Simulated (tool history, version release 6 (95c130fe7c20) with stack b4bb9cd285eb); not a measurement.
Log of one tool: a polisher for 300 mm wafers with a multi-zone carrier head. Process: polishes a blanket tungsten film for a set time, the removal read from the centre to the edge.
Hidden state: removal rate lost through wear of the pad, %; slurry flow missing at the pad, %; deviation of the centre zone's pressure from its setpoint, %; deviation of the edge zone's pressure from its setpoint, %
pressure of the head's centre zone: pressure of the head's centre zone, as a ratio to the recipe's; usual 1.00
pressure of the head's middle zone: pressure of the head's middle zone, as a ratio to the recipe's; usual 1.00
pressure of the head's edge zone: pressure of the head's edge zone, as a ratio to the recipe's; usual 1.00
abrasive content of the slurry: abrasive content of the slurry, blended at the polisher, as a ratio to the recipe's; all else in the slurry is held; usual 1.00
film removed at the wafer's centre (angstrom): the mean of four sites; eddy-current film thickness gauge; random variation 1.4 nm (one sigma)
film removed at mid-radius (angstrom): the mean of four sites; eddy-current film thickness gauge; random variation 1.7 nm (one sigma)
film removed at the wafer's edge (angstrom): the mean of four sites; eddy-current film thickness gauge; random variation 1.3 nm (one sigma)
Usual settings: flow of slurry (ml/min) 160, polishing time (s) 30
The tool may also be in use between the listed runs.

| run | day | flow of slurry (ml/min) | pressure of the head's centre zone | pressure of the head's middle zone | pressure of the head's edge zone | abrasive content of the slurry | polishing time (s) | wafers since the last listed run | wafers polished on this pad | hours since the slurry nozzle was cleaned | hours since the centre zone pressure was calibrated | hours since the edge zone pressure was calibrated | hours since the carrier head's membrane was replaced | incoming thickness of the incoming film, nm | film removed at the wafer's centre (angstrom) | film removed at mid-radius (angstrom) | film removed at the wafer's edge (angstrom) |
|---|---|---|---|---|---|---|---|---|---|---|---|---|---|---|---|---|---|
| 1 | 0.000 | 135 | 1.00 | 1.00 | 1.00 | 1.00 | 30 | 0 | 857 | 825.4 | 873.8 | 1091.2 | 1097.2 | 607.7 | 1140 | 1132 | 1103 |
| 2 | 0.675 | 160 | 1.00 | 1.00 | 1.00 | 1.00 | 30 | 154 | 1012 | 841.6 | 890.0 | 1107.4 | 1113.4 | 613.5 | 1177 | 1155 | 1151 |
| 3 | 1.338 | 160 | 1.00 | 1.00 | 1.00 | 1.00 | 30 | 151 | 1164 | 857.5 | 905.9 | 1123.3 | 1129.3 | 605.2 | 1178 | 1176 | 1158 |
|  | 1.608 | worn pad replaced by a new one |
| 4 | 1.762 | 160 | 1.00 | 1.00 | 1.00 | 1.00 | 30 | 59 | 35 | 867.7 | 916.1 | 1133.5 | 1139.5 | 616.0 | 1179 | 1188 | 1139 |
|  | 2.312 | carrier head's membrane replaced by a new one |
| 5 | 2.333 | 160 | 1.00 | 1.00 | 1.00 | 0.80 | 30 | 83 | 118 | 881.4 | 929.8 | 1147.2 | 0.5 | 600.0 | 1129 | 1090 | 1078 |
|  | 2.712 | edge zone pressure recalibrated |
| 6 | 2.850 | 160 | 1.00 | 1.00 | 1.00 | 0.80 | 30 | 99 | 217 | 893.8 | 942.2 | 3.3 | 12.9 | 613.7 | 1096 | 1073 | 1079 |
| 7 | 3.329 | 160 | 1.00 | 1.00 | 1.00 | 0.80 | 30 | 109 | 327 | 905.3 | 953.7 | 14.8 | 24.4 | 604.8 | 1100 | 1117 | 1073 |
| 8 | 3.708 | 160 | 1.00 | 1.00 | 1.00 | 1.00 | 30 | 86 | 414 | 914.4 | 962.8 | 23.9 | 33.5 | 607.7 | 1173 | 1188 | 1134 |
| 9 | 4.108 | 160 | 1.00 | 1.00 | 1.00 | 1.00 | 30 | 91 | 506 | 924.0 | 972.4 | 33.5 | 43.1 | 610.3 | 1189 | 1179 | 1148 |
|  | 4.275 | slurry nozzle cleaned |
| 10 | 4.633 | 160 | 1.00 | 1.00 | 1.00 | 1.00 | 30 | 110 | 617 | 8.6 | 985.0 | 46.1 | 55.7 | 613.6 | 1180 | 1180 | 1138 |
| 11 | 5.696 | 160 | 1.00 | 1.05 | 0.96 | 0.80 | 38 | 243 | 860 | 34.1 | 1010.5 | 71.6 | 81.2 | 603.2 | 1382 | 1441 | 1355 |
|  | 6.133 | centre zone pressure recalibrated |
| 12 | 6.283 | 105 | 1.00 | 0.90 | 1.00 | 1.00 | 30 | 115 | 976 | 48.2 | 3.6 | 85.7 | 95.3 | 613.0 | 1035 | 1005 | 1048 |
| 13 | 6.783 | 160 | 1.00 | 1.08 | 1.00 | 1.00 | 30 | 114 | 1091 | 60.2 | 15.6 | 97.7 | 107.3 | 609.8 | 1194 | 1223 | 1146 |
| 14 | 7.271 | 160 | 1.07 | 0.92 | 1.00 | 1.00 | 30 | 111 | 1203 | 71.9 | 27.3 | 109.4 | 119.0 | 614.3 | 1241 | 1133 | 1152 |
|  | 7.546 | worn pad replaced by a new one |
| 15 | 7.954 | 115 | 1.00 | 1.00 | 1.00 | 0.90 | 30 | 118 | 93 | 88.3 | 43.7 | 125.8 | 135.4 | 616.2 | 1041 | 1086 | 1045 |
| 16 | 8.312 | 200 | 1.11 | 1.00 | 1.00 | 0.85 | 38 | 82 | 176 | 96.9 | 52.3 | 134.4 | 144.0 | 612.6 | 1606 | 1476 | 1416 |
| 17 | 9.062 | 160 | 1.00 | 1.00 | 1.00 | 1.00 | 24 | 172 | 348 | 114.9 | 70.3 | 152.4 | 162.0 | 600.7 | 935 | 929 | 910 |
| 18 | 9.733 | 160 | 1.00 | 1.07 | 1.00 | 1.00 | 30 | 153 | 502 | 131.0 | 86.4 | 168.5 | 178.1 | 619.2 | 1158 | 1234 | 1141 |
| 19 | 10.292 | 160 | 1.05 | 1.00 | 1.00 | 1.00 | 24 | 128 | 630 | 144.4 | 99.8 | 181.9 | 191.5 | 612.0 | 950 | 932 | 893 |
| 20 | 10.688 | 160 | 1.00 | 1.00 | 1.00 | 1.00 | 30 | 90 | 720 | 153.9 | 109.3 | 191.4 | 201.0 | 614.7 | 1184 | 1183 | 1150 |
| 21 | 11.233 | 115 | 1.00 | 1.00 | 1.11 | 1.10 | 30 | 125 | 846 | 167.0 | 122.4 | 204.5 | 214.1 | 605.9 | 1087 | 1141 | 1152 |

Forecast each of these 5 alternatives for the next run:
| A | 11.250 | 160 | 1.00 | 1.00 | 1.00 | 1.00 | 30 | 3 | 849 | 167.4 | 122.8 | 204.9 | 214.5 | 607.1 | ? | ? | ? |
| B | 11.250 | 160 | 1.00 | 0.97 | 1.12 | 1.00 | 21 | 3 | 849 | 167.4 | 122.8 | 204.9 | 214.5 | 607.1 | ? | ? | ? |
| C | 11.250 | 130 | 1.00 | 1.00 | 1.00 | 1.00 | 39 | 3 | 849 | 167.4 | 122.8 | 204.9 | 214.5 | 607.1 | ? | ? | ? |
| D | 11.250 | 160 | 1.00 | 1.00 | 1.05 | 1.00 | 30 | 3 | 849 | 167.4 | 122.8 | 204.9 | 214.5 | 607.1 | ? | ? | ? |
| E | 11.250 | 110 | 1.00 | 1.00 | 1.00 | 0.75 | 26 | 3 | 849 | 167.4 | 122.8 | 204.9 | 214.5 | 607.1 | ? | ? | ? |

| run | film removed at the wafer's centre (angstrom) | film removed at mid-radius (angstrom) | film removed at the wafer's edge (angstrom) |
|---|---|---|---|
| A | 1147 | 1199 | 1155 |
| B | 803 | 823 | 855 |
| C | 1415 | 1488 | 1452 |
| D | 1147 | 1199 | 1182 |
| E | 823 | 871 | 862 |
Without the tool's hidden state the same runs would have given:
| run | film removed at the wafer's centre (angstrom) | film removed at mid-radius (angstrom) | film removed at the wafer's edge (angstrom) |
|---|---|---|---|
| A | 1147 | 1199 | 1155 |
| B | 803 | 823 | 855 |
| C | 1415 | 1488 | 1452 |
| D | 1147 | 1199 | 1182 |
| E | 823 | 871 | 862 |
